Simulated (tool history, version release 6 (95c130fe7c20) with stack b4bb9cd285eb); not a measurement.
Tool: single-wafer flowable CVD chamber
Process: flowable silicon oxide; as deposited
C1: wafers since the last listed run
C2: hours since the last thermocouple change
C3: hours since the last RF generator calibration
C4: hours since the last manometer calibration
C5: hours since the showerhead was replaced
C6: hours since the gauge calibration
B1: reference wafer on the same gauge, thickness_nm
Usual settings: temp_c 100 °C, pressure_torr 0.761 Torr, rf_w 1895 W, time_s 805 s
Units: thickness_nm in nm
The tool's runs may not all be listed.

Run 1, hour 0: usual settings but pressure_torr 0.828 Torr, time_s 680 s; C1 0; C2 2069.5; C3 2043.2; C4 2968.7; C5 4371.7; C6 78.8; B1 547.884. Result: thickness_nm 505.778 nm.
Run 2, hour 9.2: usual settings but temp_c 104 °C; C1 30; C2 2078.7; C3 2052.4; C4 2977.9; C5 4380.9; C6 88; B1 547.89. Result: thickness_nm 490.018 nm.
Run 3, hour 20.3: usual settings; C1 36; C2 2089.8; C3 2063.5; C4 2989; C5 4392; C6 99.1; B1 548.105. Result: thickness_nm 550.88 nm.
Run 4, hour 34.3: usual settings; C1 46; C2 2103.8; C3 2077.5; C4 3003; C5 4406; C6 113.1; B1 548.29. Result: thickness_nm 552.908 nm.
Run 5, hour 47.8: usual settings; C1 44; C2 2117.3; C3 2091; C4 3016.5; C5 4419.5; C6 126.6; B1 548.059. Result: thickness_nm 553.352 nm.
Run 6, hour 60.3: usual settings but rf_w 2135 W; C1 41; C2 2129.8; C3 2103.5; C4 3029; C5 4432; C6 139.1; B1 547.943. Result: thickness_nm 566.821 nm.
Run 7, hour 70.7: usual settings but rf_w 2135 W; C1 34; C2 2140.2; C3 2113.9; C4 3039.4; C5 4442.4; C6 149.5; B1 547.897. Result: thickness_nm 565.835 nm.
Run 8, hour 88.5: usual settings but rf_w 2135 W; C1 58; C2 2158; C3 2131.7; C4 3057.2; C5 4460.2; C6 167.3; B1 547.938. Result: thickness_nm 568.12 nm.
Run 9, hour 96.1: usual settings; C1 25; C2 2165.6; C3 2139.3; C4 3064.8; C5 4467.8; C6 174.9; B1 547.483. Result: thickness_nm 554.653 nm.
At hour 108.5: gauge calibrated.
Run 10, hour 109.1: usual settings; C1 42; C2 2178.6; C3 2152.3; C4 3077.8; C5 4480.8; C6 0.6; B1 547.83. Result: thickness_nm 556.475 nm.
Run 11, hour 117.4: usual settings; C1 27; C2 2186.9; C3 2160.6; C4 3086.1; C5 4489.1; C6 8.9; B1 547.781. Result: thickness_nm 555.702 nm.
Run 12, hour 129.1: usual settings; C1 38; C2 2198.6; C3 2172.3; C4 3097.8; C5 4500.8; C6 20.6; B1 548.058. Result: thickness_nm 556.814 nm.
Run 13, hour 144.3: usual settings; C1 50; C2 2213.8; C3 2187.5; C4 3113; C5 4516; C6 35.8; B1 547.483. Result: thickness_nm 558.646 nm.
At hour 182.8: showerhead replaced.
At hour 186.6: RF generator calibrated.
Run 14, hour 187.1: usual settings but temp_c 106 °C, pressure_torr 0.883 Torr, rf_w 2150 W, time_s 751 s; C1 101; C2 2256.6; C3 0.5; C4 3155.8; C5 4.3; C6 78.6; B1 547.844. Result: thickness_nm 520.591 nm.
Run 15, hour 193.6: usual settings; C1 21; C2 2263.1; C3 7; C4 3162.3; C5 10.8; C6 85.1; B1 548.139. Result: thickness_nm 561.044 nm.
Run 16, hour 207.5: usual settings but pressure_torr 0.612 Torr, time_s 650 s; C1 45; C2 2277; C3 20.9; C4 3176.2; C5 24.7; C6 99; B1 548.13. Result: thickness_nm 365.749 nm.
At hour 223.6: thermocouple changed; heater temperature recalibrated.
Run 17, hour 225.4: usual settings but temp_c 107 °C, rf_w 1600 W; C1 32; C2 1.8; C3 38.8; C4 3194.1; C5 42.6; C6 116.9; B1 547.757. Result: thickness_nm 385.121 nm.
Run 18, hour 231.6: usual settings; C1 20; C2 8; C3 45; C4 3200.3; C5 48.8; C6 123.1; B1 548.095. Result: thickness_nm 500.072 nm.
At hour 248.3: capacitance manometer re-zeroed and calibrated.
Run 19, hour 248.8: usual settings but temp_c 104 °C, pressure_torr 0.947 Torr, rf_w 1555 W; C1 30; C2 25.2; C3 62.2; C4 0.5; C5 66; C6 140.3; B1 547.876. Result: thickness_nm 463.423 nm.
Run 20, hour 260.7: usual settings but temp_c 90 °C, rf_w 1790 W, time_s 752 s; C1 39; C2 37.1; C3 74.1; C4 12.4; C5 77.9; C6 152.2; B1 547.845. Result: thickness_nm 549.261 nm.
Run 21, hour 271.7: usual settings but temp_c 104 °C, pressure_torr 0.694 Torr; C1 36; C2 48.1; C3 85.1; C4 23.4; C5 88.9; C6 163.2; B1 548.327. Result: thickness_nm 361.324 nm.
At hour 275: gauge calibrated.
Run 22, hour 279.3: usual settings but rf_w 2065 W, time_s 904 s; C1 25; C2 55.7; C3 92.7; C4 31; C5 96.5; C6 4.3; B1 548.035. Result: thickness_nm 513.156 nm.
Run 23, hour 293.2: usual settings but temp_c 86 °C, pressure_torr 0.713 Torr, rf_w 1535 W, time_s 957 s; C1 45; C2 69.6; C3 106.6; C4 44.9; C5 110.4; C6 18.2; B1 548.104. Result: thickness_nm 693.994 nm.
Run 24, hour 307.4: usual settings but rf_w 2180 W, time_s 683 s; C1 46; C2 83.8; C3 120.8; C4 59.1; C5 124.6; C6 32.4; B1 548.157. Result: thickness_nm 392.305 nm.

Run 25 comes next. What will it give?
Run 25, hour 318.3: usual settings; C1 35; C2 94.7; C3 131.7; C4 70; C5 135.5; C6 43.3; B1 ?. Result: thickness_nm ?.

Run 25 gave B1 547.913, thickness_nm 448.94 nm.
Without the tool's hidden state the same run would have given thickness_nm 459.553 nm.
